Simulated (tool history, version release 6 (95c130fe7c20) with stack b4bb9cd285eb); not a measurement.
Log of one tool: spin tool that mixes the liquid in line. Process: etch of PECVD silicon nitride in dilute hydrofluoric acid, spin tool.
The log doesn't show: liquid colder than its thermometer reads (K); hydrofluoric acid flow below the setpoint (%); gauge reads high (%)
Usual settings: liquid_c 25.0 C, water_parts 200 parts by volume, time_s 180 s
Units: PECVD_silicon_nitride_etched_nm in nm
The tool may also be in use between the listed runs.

| run | hour | liquid_c | water_parts | time_s | wafers since the last listed run | hours since the thermometer was replaced | hours since the hydrofluoric acid flow meter was replaced | hours since the gauge calibration | read-back film thickness of the PECVD silicon nitride reference wafer, read on the same gauge (nm) | PECVD_silicon_nitride_etched_nm |
|---|---|---|---|---|---|---|---|---|---|---|
| 1 | 0.0 | 25.0 | 220 | 130 | 0 | 2019.1 | 853.7 | 1811.3 | 64.072 | 2.285 |
| 2 | 30.8 | 25.0 | 200 | 180 | 154 | 2049.9 | 884.5 | 1842.1 | 64.184 | 3.423 |
| 3 | 61.7 | 25.0 | 200 | 220 | 155 | 2080.8 | 915.4 | 1873.0 | 64.310 | 4.172 |
| 4 | 97.7 | 25.0 | 200 | 220 | 181 | 2116.8 | 951.4 | 1909.0 | 64.435 | 4.214 |
| 5 | 158.4 | 25.0 | 120 | 180 | 305 | 2177.5 | 1012.1 | 1969.7 | 64.658 | 5.661 |
| 6 | 196.6 | 25.0 | 120 | 180 | 192 | 2215.7 | 1050.3 | 2007.9 | 64.841 | 5.986 |
| 7 | 222.4 | 25.0 | 120 | 180 | 129 | 2241.5 | 1076.1 | 2033.7 | 64.931 | 5.763 |
| 8 | 258.1 | 25.0 | 200 | 180 | 179 | 2277.2 | 1111.8 | 2069.4 | 65.088 | 3.493 |
| 9 | 285.7 | 25.0 | 200 | 180 | 138 | 2304.8 | 1139.4 | 2097.0 | 65.184 | 3.540 |
| 10 | 330.9 | 25.0 | 200 | 180 | 227 | 2350.0 | 1184.6 | 2142.2 | 65.353 | 3.525 |
| 11 | 405.8 | 25.0 | 200 | 180 | 376 | 2424.9 | 1259.5 | 2217.1 | 65.653 | 3.488 |
| 12 | 433.8 | 30.0 | 280 | 105 | 140 | 2452.9 | 1287.5 | 2245.1 | 65.770 | 2.011 |
| 13 | 464.2 | 20.5 | 200 | 105 | 152 | 2483.3 | 1317.9 | 2275.5 | 65.946 | 1.548 |
| 14 | 520.5 | 25.0 | 200 | 180 | 283 | 2539.6 | 1374.2 | 2331.8 | 66.138 | 3.606 |
|  | 540.3 | hydrofluoric acid flow meter replaced |
| 15 | 552.9 | 27.0 | 235 | 95 | 157 | 2572.0 | 12.6 | 2364.2 | 66.314 | 1.773 |
| 16 | 605.6 | 25.0 | 200 | 95 | 264 | 2624.7 | 65.3 | 2416.9 | 66.579 | 1.914 |
| 17 | 666.7 | 27.5 | 230 | 220 | 307 | 2685.8 | 126.4 | 2478.0 | 66.880 | 4.404 |
| 18 | 714.5 | 25.0 | 200 | 180 | 240 | 2733.6 | 174.2 | 2525.8 | 67.104 | 3.595 |
| 19 | 776.3 | 25.0 | 200 | 180 | 310 | 2795.4 | 236.0 | 2587.6 | 67.435 | 3.634 |
| 20 | 845.3 | 25.0 | 200 | 220 | 346 | 2864.4 | 305.0 | 2656.6 | 67.776 | 4.415 |
|  | 891.0 | thermometer replaced |
| 21 | 905.2 | 25.0 | 200 | 180 | 296 | 14.2 | 364.9 | 2716.5 | 68.068 | 3.644 |
|  | 929.7 | gauge calibrated |
| 22 | 965.8 | 23.0 | 130 | 145 | 304 | 74.8 | 425.5 | 36.1 | 59.769 | 3.499 |
| 23 | 1023.0 | 25.0 | 170 | 180 | 287 | 132.0 | 482.7 | 93.3 | 59.788 | 3.780 |
| 24 | 1090.8 | 23.5 | 155 | 180 | 340 | 199.8 | 550.5 | 161.1 | 59.799 | 3.865 |
| 25 | 1148.4 | 29.0 | 200 | 180 | 289 | 257.4 | 608.1 | 218.7 | 59.825 | 4.111 |
| 26 | 1220.2 | 25.0 | 200 | 180 | 361 | 329.2 | 679.9 | 290.5 | 59.872 | 3.263 |
| 27 | 1249.9 | 25.0 | 200 | 180 | 149 | 358.9 | 709.6 | 320.2 | 59.892 | 3.195 |
| 28 | 1309.9 | 25.0 | 200 | 180 | 301 | 418.9 | 769.6 | 380.2 | 59.922 | 3.187 |
| 29 | 1349.9 | 25.0 | 200 | 140 | 201 | 458.9 | 809.6 | 420.2 | 59.945 | 2.533 |
| 30 | 1413.8 | 25.0 | 200 | 90 | 321 | 522.8 | 873.5 | 484.1 | 60.015 | 1.635 |
| 31 | 1445.6 | 25.0 | 200 | 180 | 159 | 554.6 | 905.3 | 515.9 | 60.026 | 3.240 |
| 32 | 1474.5 | 23.0 | 200 | 95 | 145 | 583.5 | 934.2 | 544.8 | 60.034 | 1.519 |
| 33 | 1529.7 | 21.0 | 200 | 100 | 277 | 638.7 | 989.4 | 600.0 | 60.132 | 1.406 |

3 ways to go on from here, each from the tool as it stands after run 33. What would each give?
| A | 1530.2 | 25.0 | 200 | 180 | 2 | 639.2 | 989.9 | 600.5 | ? | ? |
| B | 1530.2 | 25.0 | 105 | 210 | 2 | 639.2 | 989.9 | 600.5 | ? | ? |
| C | 1530.2 | 28.5 | 135 | 135 | 2 | 639.2 | 989.9 | 600.5 | ? | ? |

| run | read-back film thickness of the PECVD silicon nitride reference wafer, read on the same gauge (nm) | PECVD_silicon_nitride_etched_nm |
|---|---|---|
| A | 60.149 | 3.276 |
| B | 60.149 | 7.248 |
| C | 60.149 | 4.534 |
Without the tool's hidden state the same runs would have given:
| run | PECVD_silicon_nitride_etched_nm |
|---|---|
| A | 3.269 |
| B | 7.232 |
| C | 4.524 |
